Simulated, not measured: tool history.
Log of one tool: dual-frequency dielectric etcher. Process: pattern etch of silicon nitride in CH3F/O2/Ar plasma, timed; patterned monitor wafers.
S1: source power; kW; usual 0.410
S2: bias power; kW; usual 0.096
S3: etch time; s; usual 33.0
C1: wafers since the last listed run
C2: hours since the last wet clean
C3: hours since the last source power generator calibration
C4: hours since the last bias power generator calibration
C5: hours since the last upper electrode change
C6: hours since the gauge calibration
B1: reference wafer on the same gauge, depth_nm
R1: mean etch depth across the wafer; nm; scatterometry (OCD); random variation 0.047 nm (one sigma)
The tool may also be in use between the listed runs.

run	day	S1	S2	S3	C1	C2	C3	C4	C5	C6	B1	R1
1	0.000	0.410	0.096	33.0	0	307.2	2968.2	2090.8	4226.3	131.2	22.31	26.55
2	2.979	0.410	0.096	33.0	1260	378.7	3039.7	2162.3	4297.8	202.7	22.30	26.61
3	5.154	0.360	0.096	33.0	920	430.9	3091.9	2214.5	4350.0	254.9	22.30	25.58
4	7.375	0.360	0.096	33.0	939	484.2	3145.2	2267.8	4403.3	308.2	22.30	25.55
5	9.229	0.360	0.096	33.0	784	528.7	3189.7	2312.3	4447.8	352.7	22.30	25.61
# day 10.088: bias power generator calibrated
6	11.367	0.410	0.109	35.5	834	580.0	3241.0	30.7	4499.1	404.0	22.30	31.44
# day 14.438: wet clean of the chamber
7	14.458	0.410	0.109	35.5	885	0.5	3315.2	104.9	4573.3	478.2	22.30	30.92
# day 15.192: source power generator calibrated
8	15.212	0.370	0.096	27.5	248	18.6	0.5	123.0	4591.4	496.3	22.30	21.75
9	16.667	0.410	0.096	33.0	615	53.5	35.4	157.9	4626.3	531.2	22.29	27.04
# day 19.517: upper electrode replaced
10	19.538	0.500	0.108	27.0	791	122.4	104.3	226.8	0.5	600.1	22.28	25.07
11	21.962	0.450	0.075	37.5	1026	180.6	162.5	285.0	58.7	658.3	22.31	27.70
12	23.421	0.460	0.089	36.0	617	215.6	197.5	320.0	93.7	693.3	22.30	29.32
# day 23.579: gauge calibrated
13	26.096	0.480	0.076	26.0	1132	279.8	261.7	384.2	157.9	60.4	22.30	19.84
14	27.629	0.370	0.078	28.0	648	316.6	298.5	421.0	194.7	97.2	22.30	19.92
15	29.583	0.500	0.096	33.0	826	363.5	345.4	467.9	241.6	144.1	22.30	28.94
16	31.658	0.410	0.096	33.0	878	413.3	395.2	517.7	291.4	193.9	22.30	27.34

Forecast each of these 5 alternatives for the next run:
A	31.675	0.410	0.096	33.0	7	413.7	395.6	518.1	291.8	194.3	?	?
B	31.675	0.450	0.081	33.0	7	413.7	395.6	518.1	291.8	194.3	?	?
C	31.675	0.340	0.117	28.0	7	413.7	395.6	518.1	291.8	194.3	?	?
D	31.675	0.410	0.096	24.0	7	413.7	395.6	518.1	291.8	194.3	?	?
E	31.675	0.340	0.089	24.5	7	413.7	395.6	518.1	291.8	194.3	?	?

run	B1	R1
A	22.29	27.22
B	22.29	25.59
C	22.29	24.23
D	22.29	19.80
E	22.29	18.35
Without the tool's hidden state the same runs would have given:
run	R1
A	26.94
B	25.31
C	23.97
D	19.59
E	18.16

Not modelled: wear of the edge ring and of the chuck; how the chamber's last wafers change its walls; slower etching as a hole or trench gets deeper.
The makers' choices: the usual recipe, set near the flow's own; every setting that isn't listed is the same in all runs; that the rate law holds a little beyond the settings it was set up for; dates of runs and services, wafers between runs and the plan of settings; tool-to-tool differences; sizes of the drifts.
